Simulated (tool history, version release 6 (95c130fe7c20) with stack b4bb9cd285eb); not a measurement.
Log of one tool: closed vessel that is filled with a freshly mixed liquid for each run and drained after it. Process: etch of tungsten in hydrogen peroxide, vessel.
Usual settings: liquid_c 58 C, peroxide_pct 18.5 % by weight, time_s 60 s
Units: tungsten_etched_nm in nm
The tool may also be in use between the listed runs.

run   hour  liquid_c  peroxide_pct  time_s  read-back film thickness of the tungsten reference wafer, read on the same gauge (nm)  tungsten_etched_nm
  1      0        58          18.5      45                                                                                 149.96              182.38
  2   33.8        58          18.5      45                                                                                 150.02              182.45
  3   78.8        58          18.5      45                                                                                 149.96              181.78
  4  108.4        58          18.5      60                                                                                 149.98              243.36
  5  172.3        58          18.5      60                                                                                 149.98              243.01
  6  227.5        58          18.5      60                                                                                 149.96              240.18
  7  268.5        58          18.5      60                                                                                 149.98               240.3
  8  316.1        54            24      60                                                                                 150.07              217.49
  9  348.3        62            21      50                                                                                 149.97               267.3
     376.6  -- thermometer replaced, repeated, since the last time left the tool worse
 10  418.6        58          18.5      60                                                                                 149.97              255.17
 11  463.5        58          21.5      60                                                                                 149.99              275.98
 12  493.3        58          18.5      60                                                                                 150.03              255.98
 13  523.5        50            22      90                                                                                    150               257.4
 14    578        58          18.5      60                                                                                 150.03              251.36
 15  765.4      52.5          18.5      80                                                                                 150.02              241.74
 16  822.8        62            15      40                                                                                 150.03              190.03
     847.8  -- peroxide flow meter replaced
     874.3  -- gauge calibrated
 17  882.4        54          18.5      60                                                                                 150.01               198.5
 18  911.8        58          18.5      60                                                                                 149.99              252.07
 19  943.9        58          16.5      60                                                                                    150              237.79

Forecast run 20:
      993.7  -- new drum of peroxide connected
 20  1011.9      50.5          23.5      30                                                                                      ?                   ?

Run 20 gave read-back film thickness of the tungsten reference wafer, read on the same gauge (nm) 150.02, tungsten_etched_nm 91 nm.
Without the tool's hidden state the same run would have given tungsten_etched_nm 93.14 nm.
